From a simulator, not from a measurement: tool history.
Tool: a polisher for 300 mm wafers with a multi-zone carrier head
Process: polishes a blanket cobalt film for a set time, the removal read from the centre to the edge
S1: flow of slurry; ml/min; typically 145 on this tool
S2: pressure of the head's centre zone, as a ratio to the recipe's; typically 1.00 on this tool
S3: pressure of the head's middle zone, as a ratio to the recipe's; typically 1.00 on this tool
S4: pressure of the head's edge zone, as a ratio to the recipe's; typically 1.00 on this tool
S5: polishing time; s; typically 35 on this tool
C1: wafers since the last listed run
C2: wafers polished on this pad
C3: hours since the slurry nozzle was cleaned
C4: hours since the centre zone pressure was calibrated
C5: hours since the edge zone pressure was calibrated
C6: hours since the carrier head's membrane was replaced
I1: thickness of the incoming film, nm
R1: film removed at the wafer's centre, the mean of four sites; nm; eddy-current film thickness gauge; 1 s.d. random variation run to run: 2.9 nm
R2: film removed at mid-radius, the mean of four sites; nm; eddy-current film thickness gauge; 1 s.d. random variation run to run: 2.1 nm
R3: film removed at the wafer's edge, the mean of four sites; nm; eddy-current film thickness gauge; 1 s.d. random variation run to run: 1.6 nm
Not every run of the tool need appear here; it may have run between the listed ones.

Run 1, hour 0.0: usual settings; C1 0; C2 3284; C3 179.8; C4 29.8; C5 146.7; C6 2046.6; I1 1586.5. Result: R1 186.9 nm, R2 183.7 nm, R3 192.0 nm.
At hour 20.9: worn pad replaced by a new one.
At hour 43.0: carrier head's membrane replaced by a new one, of another model than before.
Run 2, hour 43.5: usual settings; C1 263; C2 134; C3 223.3; C4 73.3; C5 190.2; C6 0.5; I1 1599.3. Result: R1 203.5 nm, R2 197.5 nm, R3 206.1 nm.
Run 3, hour 101.3: usual settings; C1 441; C2 576; C3 281.1; C4 131.1; C5 248.0; C6 58.3; I1 1579.7. Result: R1 202.4 nm, R2 194.6 nm, R3 200.5 nm.
Run 4, hour 193.1: usual settings; C1 701; C2 1277; C3 372.9; C4 222.9; C5 339.8; C6 150.1; I1 1573.9. Result: R1 193.6 nm, R2 189.6 nm, R3 196.8 nm.
Run 5, hour 291.9: usual settings but S1 190 ml/min, S3 0.95, S4 0.89, S5 41 s; C1 755; C2 2032; C3 471.7; C4 321.7; C5 438.6; C6 248.9; I1 1575.7. Result: R1 235.7 nm, R2 225.7 nm, R3 226.1 nm.
At hour 300.8: slurry nozzle cleaned.
Run 6, hour 389.5: usual settings but S5 40 s; C1 738; C2 2770; C3 88.7; C4 419.3; C5 536.2; C6 346.5; I1 1606.7. Result: R1 221.7 nm, R2 212.0 nm, R3 218.2 nm.
Run 7, hour 427.1: usual settings but S4 0.95; C1 287; C2 3058; C3 126.3; C4 456.9; C5 573.8; C6 384.1; I1 1596.6. Result: R1 195.9 nm, R2 187.0 nm, R3 190.6 nm.
Run 8, hour 514.5: usual settings; C1 667; C2 3726; C3 213.7; C4 544.3; C5 661.2; C6 471.5; I1 1608.2. Result: R1 189.9 nm, R2 187.6 nm, R3 190.1 nm.
At hour 545.9: worn pad replaced by a new one.
At hour 560.4: centre zone pressure recalibrated.
Run 9, hour 579.1: usual settings; C1 447; C2 238; C3 278.3; C4 18.7; C5 725.8; C6 536.1; I1 1561.9. Result: R1 203.5 nm, R2 195.1 nm, R3 202.4 nm.
Run 10, hour 641.7: usual settings but S2 1.09; C1 478; C2 716; C3 340.9; C4 81.3; C5 788.4; C6 598.7; I1 1579.9. Result: R1 221.4 nm, R2 193.4 nm, R3 199.4 nm.
Run 11, hour 699.1: usual settings but S2 1.05; C1 438; C2 1155; C3 398.3; C4 138.7; C5 845.8; C6 656.1; I1 1580.1. Result: R1 210.1 nm, R2 189.5 nm, R3 193.6 nm.
At hour 747.4: slurry nozzle cleaned.
Run 12, hour 747.8: usual settings but S2 1.03, S3 1.03; C1 364; C2 1520; C3 0.4; C4 187.4; C5 894.5; C6 704.8; I1 1591.2. Result: R1 198.0 nm, R2 191.1 nm, R3 197.1 nm.
At hour 813.9: edge zone pressure recalibrated.
Run 13, hour 833.4: usual settings; C1 638; C2 2158; C3 86.0; C4 273.0; C5 19.5; C6 790.4; I1 1599.0. Result: R1 188.8 nm, R2 185.3 nm, R3 194.7 nm.
Run 14, hour 909.6: usual settings; C1 582; C2 2741; C3 162.2; C4 349.2; C5 95.7; C6 866.6; I1 1580.2. Result: R1 188.5 nm, R2 186.8 nm, R3 189.9 nm.
Run 15, hour 951.9: usual settings; C1 323; C2 3064; C3 204.5; C4 391.5; C5 138.0; C6 908.9; I1 1591.3. Result: R1 193.3 nm, R2 183.9 nm, R3 190.4 nm.
At hour 1043.4: worn pad replaced by a new one.
Run 16, hour 1057.8: usual settings but S1 105 ml/min, S2 0.96, S4 1.04, S5 31 s; C1 778; C2 109; C3 310.4; C4 497.4; C5 243.9; C6 1014.8; I1 1570.2. Result: R1 161.0 nm, R2 168.2 nm, R3 177.1 nm.
Run 17, hour 1126.5: usual settings; C1 525; C2 634; C3 379.1; C4 566.1; C5 312.6; C6 1083.5; I1 1569.3. Result: R1 200.3 nm, R2 198.1 nm, R3 201.4 nm.
At hour 1201.6: slurry nozzle cleaned.
Run 18, hour 1220.2: usual settings but S3 0.94; C1 708; C2 1343; C3 18.6; C4 659.8; C5 406.3; C6 1177.2; I1 1573.3. Result: R1 197.6 nm, R2 184.4 nm, R3 198.5 nm.
At hour 1224.2: centre zone pressure recalibrated.
Run 19, hour 1314.3: usual settings; C1 703; C2 2046; C3 112.7; C4 90.1; C5 500.4; C6 1271.3; I1 1552.1. Result: R1 191.7 nm, R2 190.1 nm, R3 196.7 nm.
Run 20, hour 1401.7: usual settings but S2 1.07; C1 667; C2 2714; C3 200.1; C4 177.5; C5 587.8; C6 1358.7; I1 1573.5. Result: R1 209.9 nm, R2 186.7 nm, R3 193.3 nm.
Run 21, hour 1459.9: usual settings but S3 1.03; C1 444; C2 3159; C3 258.3; C4 235.7; C5 646.0; C6 1416.9; I1 1570.4. Result: R1 189.7 nm, R2 187.6 nm, R3 196.1 nm.

Here are 5 independent what-if runs from the current tool condition. What would each one return?
Run A, hour 1460.3: usual settings; C1 3; C2 3162; C3 258.7; C4 236.1; C5 646.4; C6 1417.3; I1 1551.8. Result: R1 ?, R2 ?, R3 ?.
Run B, hour 1460.3: usual settings but S2 1.03, S3 1.11; C1 3; C2 3162; C3 258.7; C4 236.1; C5 646.4; C6 1417.3; I1 1551.8. Result: R1 ?, R2 ?, R3 ?.
Run C, hour 1460.3: usual settings but S1 110 ml/min, S3 0.92, S4 1.03, S5 43 s; C1 3; C2 3162; C3 258.7; C4 236.1; C5 646.4; C6 1417.3; I1 1551.8. Result: R1 ?, R2 ?, R3 ?.
Run D, hour 1460.3: usual settings but S3 0.91, S5 42 s; C1 3; C2 3162; C3 258.7; C4 236.1; C5 646.4; C6 1417.3; I1 1551.8. Result: R1 ?, R2 ?, R3 ?.
Run E, hour 1460.3: usual settings but S2 0.94; C1 3; C2 3162; C3 258.7; C4 236.1; C5 646.4; C6 1417.3; I1 1551.8. Result: R1 ?, R2 ?, R3 ?.

run     R1     R2     R3
  A  191.8  188.2  193.1
  B  200.3  200.9  192.9
  C  221.9  208.6  230.7
  D  230.1  213.4  232.0
  E  175.0  188.3  193.1
Stripped of hidden state, with their random variation kept, the same runs would have yielded:
run     R1     R2     R3
  A  206.6  202.8  208.0
  B  215.8  216.4  207.8
  C  239.0  224.7  248.5
  D  247.8  229.8  249.9
  E  188.5  202.9  208.0

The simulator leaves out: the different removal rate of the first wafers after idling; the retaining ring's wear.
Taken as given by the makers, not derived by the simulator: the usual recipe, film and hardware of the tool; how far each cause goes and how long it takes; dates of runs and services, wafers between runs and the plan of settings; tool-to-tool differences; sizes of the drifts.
